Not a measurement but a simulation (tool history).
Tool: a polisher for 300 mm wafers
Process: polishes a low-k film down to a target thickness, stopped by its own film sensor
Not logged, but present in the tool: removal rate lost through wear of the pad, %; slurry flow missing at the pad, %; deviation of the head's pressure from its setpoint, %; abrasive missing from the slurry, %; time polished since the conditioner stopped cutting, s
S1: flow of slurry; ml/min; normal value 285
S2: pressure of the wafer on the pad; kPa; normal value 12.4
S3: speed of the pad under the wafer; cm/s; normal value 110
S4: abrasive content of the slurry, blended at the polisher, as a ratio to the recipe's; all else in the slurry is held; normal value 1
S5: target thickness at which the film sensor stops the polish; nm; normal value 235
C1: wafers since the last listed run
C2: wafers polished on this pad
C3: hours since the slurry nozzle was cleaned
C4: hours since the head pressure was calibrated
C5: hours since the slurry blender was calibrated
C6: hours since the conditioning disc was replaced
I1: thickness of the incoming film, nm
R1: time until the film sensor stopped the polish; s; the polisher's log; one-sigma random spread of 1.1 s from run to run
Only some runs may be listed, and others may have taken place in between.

{"run": 1, "day": 0.0, "S1": 285, "S2": 12.4, "S3": 110, "S4": 0.9, "S5": 235, "C1": 0, "C2": 524, "C3": 381, "C4": 488.6, "C5": 53.8, "C6": 383.4, "I1": 266.8, "R1": 75.7}
{"day": 0.404, "done": "worn pad replaced by a new one"}
{"run": 2, "day": 0.579, "S1": 285, "S2": 12.4, "S3": 110, "S4": 0.9, "S5": 235, "C1": 48, "C2": 20, "C3": 394.9, "C4": 502.5, "C5": 67.7, "C6": 397.3, "I1": 265.5, "R1": 69.7}
{"run": 3, "day": 0.862, "S1": 335, "S2": 12.4, "S3": 110, "S4": 1, "S5": 235, "C1": 33, "C2": 54, "C3": 401.7, "C4": 509.3, "C5": 74.5, "C6": 404.1, "I1": 267.6, "R1": 68.4}
{"run": 4, "day": 1.462, "S1": 335, "S2": 12.4, "S3": 110, "S4": 1, "S5": 235, "C1": 70, "C2": 124, "C3": 416.1, "C4": 523.7, "C5": 88.9, "C6": 418.5, "I1": 268.2, "R1": 69.6}
{"run": 5, "day": 2.412, "S1": 285, "S2": 12.4, "S3": 110, "S4": 1, "S5": 235, "C1": 112, "C2": 237, "C3": 438.9, "C4": 546.5, "C5": 111.7, "C6": 441.3, "I1": 267.7, "R1": 69.6}
{"run": 6, "day": 2.758, "S1": 285, "S2": 12.4, "S3": 110, "S4": 1, "S5": 235, "C1": 40, "C2": 277, "C3": 447.2, "C4": 554.8, "C5": 120, "C6": 449.6, "I1": 267.2, "R1": 68.8}
{"run": 7, "day": 3.312, "S1": 285, "S2": 12.4, "S3": 110, "S4": 1, "S5": 235, "C1": 65, "C2": 343, "C3": 460.5, "C4": 568.1, "C5": 133.3, "C6": 462.9, "I1": 268.3, "R1": 71.3}
{"day": 3.617, "done": "slurry nozzle cleaned"}
{"run": 8, "day": 3.988, "S1": 285, "S2": 12.4, "S3": 120, "S4": 1, "S5": 227, "C1": 74, "C2": 417, "C3": 8.9, "C4": 584.3, "C5": 149.5, "C6": 479.1, "I1": 271.3, "R1": 89.2}
{"run": 9, "day": 4.4, "S1": 285, "S2": 12.4, "S3": 128, "S4": 1, "S5": 228, "C1": 48, "C2": 466, "C3": 18.8, "C4": 594.2, "C5": 159.4, "C6": 489, "I1": 271.1, "R1": 83.9}
{"day": 4.771, "done": "slurry blender recalibrated"}
{"run": 10, "day": 4.792, "S1": 335, "S2": 12.4, "S3": 110, "S4": 1, "S5": 235, "C1": 36, "C2": 502, "C3": 28.2, "C4": 603.6, "C5": 0.5, "C6": 498.4, "I1": 270, "R1": 77.6}
{"day": 5.446, "done": "conditioning disc replaced and pad reconditioned"}
{"day": 5.521, "done": "worn pad replaced by a new one, of another model than before"}
{"day": 6.092, "done": "head pressure recalibrated"}
{"run": 11, "day": 6.658, "S1": 285, "S2": 12.4, "S3": 84, "S4": 1, "S5": 235, "C1": 191, "C2": 124, "C3": 73, "C4": 13.6, "C5": 45.3, "C6": 29.1, "I1": 269.9, "R1": 85.5}
{"run": 12, "day": 7.062, "S1": 285, "S2": 9.7, "S3": 110, "S4": 1, "S5": 232, "C1": 47, "C2": 172, "C3": 82.7, "C4": 23.3, "C5": 55, "C6": 38.8, "I1": 265.1, "R1": 82.6}
{"run": 13, "day": 7.45, "S1": 285, "S2": 12.4, "S3": 110, "S4": 1, "S5": 235, "C1": 45, "C2": 217, "C3": 92, "C4": 32.6, "C5": 64.3, "C6": 48.1, "I1": 266.7, "R1": 68}
{"run": 14, "day": 7.762, "S1": 285, "S2": 9.7, "S3": 130, "S4": 1.3, "S5": 238, "C1": 36, "C2": 254, "C3": 99.5, "C4": 40.1, "C5": 71.8, "C6": 55.6, "I1": 271.9, "R1": 67.6}
{"run": 15, "day": 8.317, "S1": 345, "S2": 8.3, "S3": 138, "S4": 1, "S5": 235, "C1": 65, "C2": 320, "C3": 112.8, "C4": 53.4, "C5": 85.1, "C6": 68.9, "I1": 271.5, "R1": 86.3}

Alternative continuations, all from the tool just after run 15; predict every row:
{"run": "A", "day": 8.338, "S1": 285, "S2": 12.4, "S3": 110, "S4": 1, "S5": 235, "C1": 2, "C2": 322, "C3": 113.3, "C4": 53.9, "C5": 85.6, "C6": 69.4, "I1": 270.5, "R1": "?"}
{"run": "B", "day": 8.338, "S1": 285, "S2": 15.9, "S3": 110, "S4": 1, "S5": 235, "C1": 2, "C2": 322, "C3": 113.3, "C4": 53.9, "C5": 85.6, "C6": 69.4, "I1": 270.5, "R1": "?"}
{"run": "C", "day": 8.338, "S1": 185, "S2": 12.4, "S3": 110, "S4": 1.2, "S5": 235, "C1": 2, "C2": 322, "C3": 113.3, "C4": 53.9, "C5": 85.6, "C6": 69.4, "I1": 270.5, "R1": "?"}
{"run": "D", "day": 8.338, "S1": 225, "S2": 12.4, "S3": 78, "S4": 0.85, "S5": 235, "C1": 2, "C2": 322, "C3": 113.3, "C4": 53.9, "C5": 85.6, "C6": 69.4, "I1": 270.5, "R1": "?"}
{"run": "E", "day": 8.338, "S1": 285, "S2": 15.2, "S3": 110, "S4": 1, "S5": 235, "C1": 2, "C2": 322, "C3": 113.3, "C4": 53.9, "C5": 85.6, "C6": 69.4, "I1": 270.5, "R1": "?"}

run=A R1=74.7
run=B R1=64.3
run=C R1=69.7
run=D R1=97.8
run=E R1=66.2
Had the tool no hidden state, the same runs would have come out as:
run=A R1=71.6
run=B R1=61.6
run=C R1=66.8
run=D R1=93.7
run=E R1=63.4

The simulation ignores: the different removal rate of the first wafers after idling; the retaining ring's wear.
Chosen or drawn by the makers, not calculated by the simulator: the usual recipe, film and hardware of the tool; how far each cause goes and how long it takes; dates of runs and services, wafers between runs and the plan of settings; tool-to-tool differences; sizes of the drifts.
